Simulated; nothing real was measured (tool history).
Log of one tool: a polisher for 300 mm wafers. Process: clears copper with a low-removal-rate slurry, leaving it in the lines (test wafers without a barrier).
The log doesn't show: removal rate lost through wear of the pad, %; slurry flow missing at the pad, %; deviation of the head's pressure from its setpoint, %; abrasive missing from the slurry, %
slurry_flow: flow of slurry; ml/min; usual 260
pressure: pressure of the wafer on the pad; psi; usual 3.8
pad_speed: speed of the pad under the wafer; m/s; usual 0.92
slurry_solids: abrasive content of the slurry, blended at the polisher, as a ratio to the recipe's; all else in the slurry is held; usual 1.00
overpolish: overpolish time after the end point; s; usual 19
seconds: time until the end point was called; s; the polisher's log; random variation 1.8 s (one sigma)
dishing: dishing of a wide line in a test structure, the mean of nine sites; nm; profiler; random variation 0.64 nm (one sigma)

| run | hour | slurry_flow | pressure | pad_speed | slurry_solids | overpolish | wafers since the last listed run | wafers polished on this pad | hours since the slurry nozzle was cleaned | hours since the head pressure was calibrated | hours since the slurry blender was calibrated | incoming thickness of the incoming film, nm | seconds | dishing |
|---|---|---|---|---|---|---|---|---|---|---|---|---|---|---|
| 1 | 0.0 | 225 | 3.8 | 0.92 | 1.00 | 19 | 0 | 1900 | 370.6 | 94.4 | 207.2 | 468.2 | 133.5 | 36.4 |
| 2 | 240.6 | 260 | 3.8 | 0.92 | 1.00 | 19 | 1559 | 3460 | 611.2 | 335.0 | 447.8 | 456.9 | 129.1 | 37.7 |
|  | 275.8 | slurry nozzle cleaned |
| 3 | 300.6 | 260 | 3.8 | 0.92 | 1.00 | 19 | 382 | 3843 | 24.8 | 395.0 | 507.8 | 469.0 | 133.2 | 36.4 |
| 4 | 356.5 | 260 | 3.8 | 0.82 | 1.00 | 19 | 362 | 4205 | 80.7 | 450.9 | 563.7 | 462.8 | 146.4 | 33.9 |
|  | 388.2 | worn pad replaced by a new one |
|  | 392.9 | slurry blender recalibrated |
| 5 | 411.3 | 205 | 3.8 | 0.92 | 1.00 | 19 | 316 | 136 | 135.5 | 505.7 | 18.4 | 457.6 | 132.5 | 35.1 |
|  | 495.5 | head pressure recalibrated |
| 6 | 668.0 | 260 | 3.8 | 0.92 | 1.10 | 19 | 1651 | 1787 | 392.2 | 172.5 | 275.1 | 459.6 | 126.4 | 37.0 |
| 7 | 752.9 | 260 | 3.8 | 0.92 | 1.00 | 19 | 550 | 2338 | 477.1 | 257.4 | 360.0 | 450.3 | 127.5 | 36.6 |
| 8 | 847.4 | 260 | 3.8 | 0.92 | 1.00 | 19 | 612 | 2950 | 571.6 | 351.9 | 454.5 | 465.5 | 132.7 | 36.2 |
|  | 858.4 | slurry nozzle cleaned |
| 9 | 916.3 | 230 | 3.2 | 0.92 | 1.00 | 19 | 440 | 3390 | 57.9 | 420.8 | 523.4 | 453.0 | 150.7 | 32.5 |
|  | 943.4 | worn pad replaced by a new one |
| 10 | 1014.2 | 260 | 3.8 | 0.92 | 1.00 | 19 | 608 | 458 | 155.8 | 518.7 | 621.3 | 462.3 | 127.8 | 35.2 |
|  | 1051.9 | slurry blender recalibrated |
|  | 1062.6 | head pressure recalibrated |
| 11 | 1100.4 | 260 | 3.8 | 0.92 | 1.00 | 19 | 532 | 991 | 242.0 | 37.8 | 48.5 | 458.7 | 131.4 | 36.4 |
| 12 | 1189.7 | 260 | 3.8 | 0.92 | 1.00 | 19 | 578 | 1570 | 331.3 | 127.1 | 137.8 | 463.3 | 130.8 | 35.7 |
| 13 | 1262.1 | 215 | 3.8 | 0.92 | 0.90 | 19 | 469 | 2040 | 403.7 | 199.5 | 210.2 | 455.0 | 135.4 | 36.8 |
| 14 | 1355.2 | 325 | 3.2 | 0.92 | 0.75 | 19 | 603 | 2643 | 496.8 | 292.6 | 303.3 | 461.8 | 159.1 | 31.9 |
| 15 | 1440.3 | 260 | 4.8 | 0.92 | 1.00 | 19 | 551 | 3195 | 581.9 | 377.7 | 388.4 | 465.7 | 106.4 | 41.4 |
|  | 1449.2 | slurry nozzle cleaned |
| 16 | 1479.7 | 260 | 3.8 | 0.64 | 1.00 | 19 | 248 | 3444 | 30.5 | 417.1 | 427.8 | 455.3 | 181.8 | 27.9 |
|  | 1498.0 | worn pad replaced by a new one |
| 17 | 1564.6 | 210 | 3.8 | 0.92 | 0.80 | 19 | 524 | 431 | 115.4 | 502.0 | 512.7 | 454.1 | 133.5 | 34.8 |
|  | 1643.3 | head pressure recalibrated |
| 18 | 1649.4 | 260 | 3.8 | 1.06 | 1.20 | 19 | 536 | 968 | 200.2 | 6.1 | 597.5 | 463.8 | 111.3 | 41.4 |
|  | 1740.8 | slurry blender recalibrated |
| 19 | 1749.3 | 260 | 3.8 | 0.92 | 0.70 | 23 | 634 | 1603 | 300.1 | 106.0 | 8.5 | 462.9 | 141.7 | 39.0 |
| 20 | 1787.4 | 260 | 3.0 | 0.92 | 0.90 | 19 | 246 | 1850 | 338.2 | 144.1 | 46.6 | 465.6 | 163.8 | 30.8 |
| 21 | 1885.8 | 260 | 4.6 | 0.92 | 1.00 | 19 | 637 | 2488 | 436.6 | 242.5 | 145.0 | 459.3 | 110.8 | 41.8 |
|  | 2104.3 | worn pad replaced by a new one |
|  | 2107.6 | slurry nozzle cleaned |
| 22 | 2179.5 | 260 | 2.8 | 0.74 | 0.80 | 23 | 1871 | 481 | 71.9 | 536.2 | 438.7 | 462.1 | 219.0 | 28.0 |
|  | 2239.3 | head pressure recalibrated |
| 23 | 2250.2 | 220 | 3.3 | 0.84 | 1.20 | 19 | 445 | 926 | 142.6 | 10.9 | 509.4 | 465.6 | 158.4 | 32.2 |
|  | 2330.9 | slurry blender recalibrated |
| 24 | 2343.1 | 220 | 3.4 | 0.92 | 0.80 | 8 | 589 | 1515 | 235.5 | 103.8 | 12.2 | 458.9 | 154.1 | 15.4 |
| 25 | 2526.1 | 215 | 3.8 | 0.92 | 0.90 | 19 | 1186 | 2702 | 418.5 | 286.8 | 195.2 | 462.1 | 138.9 | 36.3 |
| 26 | 2565.7 | 260 | 5.1 | 1.10 | 1.00 | 29 | 256 | 2958 | 458.1 | 326.4 | 234.8 | 452.2 | 81.6 | 63.4 |
| 27 | 2665.6 | 260 | 3.8 | 0.92 | 1.00 | 19 | 647 | 3606 | 558.0 | 426.3 | 334.7 | 461.8 | 132.4 | 36.0 |
|  | 2716.6 | worn pad replaced by a new one |
|  | 2763.3 | slurry nozzle cleaned |
| 28 | 2769.9 | 260 | 3.8 | 1.06 | 1.20 | 19 | 643 | 338 | 6.6 | 530.6 | 439.0 | 459.1 | 105.6 | 41.9 |

Hidden state at the last listed run before each entry between runs and at the first one after, where it differs:
Between runs 2 and 3: slurry nozzle cleaned (hour 275.8)
  no hidden state differs between the two runs
Between runs 4 and 5: worn pad replaced by a new one (hour 388.2); slurry blender recalibrated (hour 392.9)
  no hidden state differs between the two runs
Between runs 5 and 6: head pressure recalibrated (hour 495.5)
  no hidden state differs between the two runs
Between runs 8 and 9: slurry nozzle cleaned (hour 858.4)
  no hidden state differs between the two runs
Between runs 9 and 10: worn pad replaced by a new one (hour 943.4)
  no hidden state differs between the two runs
Between runs 10 and 11: slurry blender recalibrated (hour 1051.9); head pressure recalibrated (hour 1062.6)
  no hidden state differs between the two runs
Between runs 15 and 16: slurry nozzle cleaned (hour 1449.2)
  no hidden state differs between the two runs
Between runs 16 and 17: worn pad replaced by a new one (hour 1498.0)
  no hidden state differs between the two runs
Between runs 17 and 18: head pressure recalibrated (hour 1643.3)
  no hidden state differs between the two runs
Between runs 18 and 19: slurry blender recalibrated (hour 1740.8)
  no hidden state differs between the two runs
Between runs 21 and 22: worn pad replaced by a new one (hour 2104.3); slurry nozzle cleaned (hour 2107.6)
  no hidden state differs between the two runs
Between runs 22 and 23: head pressure recalibrated (hour 2239.3)
  no hidden state differs between the two runs
Between runs 23 and 24: slurry blender recalibrated (hour 2330.9)
  no hidden state differs between the two runs
Between runs 27 and 28: worn pad replaced by a new one (hour 2716.6); slurry nozzle cleaned (hour 2763.3)
  no hidden state differs between the two runs
